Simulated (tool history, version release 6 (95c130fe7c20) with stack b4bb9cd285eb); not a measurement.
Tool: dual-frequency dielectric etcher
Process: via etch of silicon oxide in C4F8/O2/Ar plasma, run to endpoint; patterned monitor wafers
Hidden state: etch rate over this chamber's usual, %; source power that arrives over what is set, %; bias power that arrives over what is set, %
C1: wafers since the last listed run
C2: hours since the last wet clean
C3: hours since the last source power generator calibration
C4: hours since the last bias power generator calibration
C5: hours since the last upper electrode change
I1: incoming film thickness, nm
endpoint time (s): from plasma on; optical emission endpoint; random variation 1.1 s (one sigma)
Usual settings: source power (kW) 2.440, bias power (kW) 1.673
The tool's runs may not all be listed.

{"run": 1, "hour": 0.0, "source power (kW)": 2.18, "bias power (kW)": 1.673, "C1": 0, "C2": 385.7, "C3": 1406.7, "C4": 63.9, "C5": 5404.4, "I1": 1536.6, "endpoint time (s)": 296.9}
{"run": 2, "hour": 49.2, "source power (kW)": 2.44, "bias power (kW)": 1.673, "C1": 335, "C2": 434.9, "C3": 1455.9, "C4": 113.1, "C5": 5453.6, "I1": 1531.5, "endpoint time (s)": 281.7}
{"run": 3, "hour": 91.4, "source power (kW)": 2.44, "bias power (kW)": 1.673, "C1": 287, "C2": 477.1, "C3": 1498.1, "C4": 155.3, "C5": 5495.8, "I1": 1549.0, "endpoint time (s)": 283.7}
{"run": 4, "hour": 123.5, "source power (kW)": 2.44, "bias power (kW)": 1.673, "C1": 218, "C2": 509.2, "C3": 1530.2, "C4": 187.4, "C5": 5527.9, "I1": 1534.2, "endpoint time (s)": 280.3}
{"hour": 190.7, "done": "wet clean of the chamber"}
{"run": 5, "hour": 191.2, "source power (kW)": 2.17, "bias power (kW)": 1.673, "C1": 297, "C2": 0.5, "C3": 1597.9, "C4": 255.1, "C5": 5595.6, "I1": 1540.0, "endpoint time (s)": 311.2}
{"run": 6, "hour": 224.0, "source power (kW)": 2.44, "bias power (kW)": 1.967, "C1": 223, "C2": 33.3, "C3": 1630.7, "C4": 287.9, "C5": 5628.4, "I1": 1549.0, "endpoint time (s)": 291.9}
{"hour": 229.4, "done": "source power generator calibrated"}
{"run": 7, "hour": 284.8, "source power (kW)": 2.44, "bias power (kW)": 1.967, "C1": 387, "C2": 94.1, "C3": 55.4, "C4": 348.7, "C5": 5689.2, "I1": 1526.2, "endpoint time (s)": 279.1}
{"run": 8, "hour": 344.3, "source power (kW)": 2.44, "bias power (kW)": 1.967, "C1": 405, "C2": 153.6, "C3": 114.9, "C4": 408.2, "C5": 5748.7, "I1": 1528.2, "endpoint time (s)": 279.5}
{"run": 9, "hour": 396.5, "source power (kW)": 2.44, "bias power (kW)": 1.673, "C1": 355, "C2": 205.8, "C3": 167.1, "C4": 460.4, "C5": 5800.9, "I1": 1533.3, "endpoint time (s)": 286.9}
{"run": 10, "hour": 426.3, "source power (kW)": 2.69, "bias power (kW)": 1.997, "C1": 203, "C2": 235.6, "C3": 196.9, "C4": 490.2, "C5": 5830.7, "I1": 1530.3, "endpoint time (s)": 268.5}
{"run": 11, "hour": 475.4, "source power (kW)": 2.44, "bias power (kW)": 1.848, "C1": 334, "C2": 284.7, "C3": 246.0, "C4": 539.3, "C5": 5879.8, "I1": 1529.8, "endpoint time (s)": 279.6}
{"run": 12, "hour": 541.2, "source power (kW)": 1.93, "bias power (kW)": 2.064, "C1": 448, "C2": 350.5, "C3": 311.8, "C4": 605.1, "C5": 5945.6, "I1": 1526.0, "endpoint time (s)": 300.1}
{"run": 13, "hour": 574.9, "source power (kW)": 2.96, "bias power (kW)": 1.355, "C1": 229, "C2": 384.2, "C3": 345.5, "C4": 638.8, "C5": 5979.3, "I1": 1539.3, "endpoint time (s)": 272.1}
{"run": 14, "hour": 605.5, "source power (kW)": 2.0, "bias power (kW)": 1.929, "C1": 208, "C2": 414.8, "C3": 376.1, "C4": 669.4, "C5": 6009.9, "I1": 1523.4, "endpoint time (s)": 297.2}
{"run": 15, "hour": 634.1, "source power (kW)": 2.77, "bias power (kW)": 1.486, "C1": 194, "C2": 443.4, "C3": 404.7, "C4": 698.0, "C5": 6038.5, "I1": 1542.0, "endpoint time (s)": 274.1}
{"hour": 682.6, "done": "wet clean of the chamber"}
{"run": 16, "hour": 683.1, "source power (kW)": 1.93, "bias power (kW)": 1.936, "C1": 170, "C2": 0.5, "C3": 453.7, "C4": 747.0, "C5": 6087.5, "I1": 1529.0, "endpoint time (s)": 312.0}
{"hour": 715.1, "done": "upper electrode replaced"}
{"run": 17, "hour": 715.6, "source power (kW)": 2.96, "bias power (kW)": 1.292, "C1": 57, "C2": 33.0, "C3": 486.2, "C4": 779.5, "C5": 0.5, "I1": 1533.3, "endpoint time (s)": 281.2}
{"run": 18, "hour": 783.4, "source power (kW)": 2.44, "bias power (kW)": 1.673, "C1": 462, "C2": 100.8, "C3": 554.0, "C4": 847.3, "C5": 68.3, "I1": 1544.7, "endpoint time (s)": 293.6}
{"run": 19, "hour": 808.9, "source power (kW)": 2.84, "bias power (kW)": 1.531, "C1": 173, "C2": 126.3, "C3": 579.5, "C4": 872.8, "C5": 93.8, "I1": 1529.1, "endpoint time (s)": 277.0}

Run 20 comes next. What will it give?
{"run": 20, "hour": 874.4, "source power (kW)": 3.0, "bias power (kW)": 1.673, "C1": 446, "C2": 191.8, "C3": 645.0, "C4": 938.3, "C5": 159.3, "I1": 1535.5, "endpoint time (s)": "?"}

Run 20 gave endpoint time (s) 267.0.
Without the tool's hidden state the same run would have given endpoint time (s) 267.0.

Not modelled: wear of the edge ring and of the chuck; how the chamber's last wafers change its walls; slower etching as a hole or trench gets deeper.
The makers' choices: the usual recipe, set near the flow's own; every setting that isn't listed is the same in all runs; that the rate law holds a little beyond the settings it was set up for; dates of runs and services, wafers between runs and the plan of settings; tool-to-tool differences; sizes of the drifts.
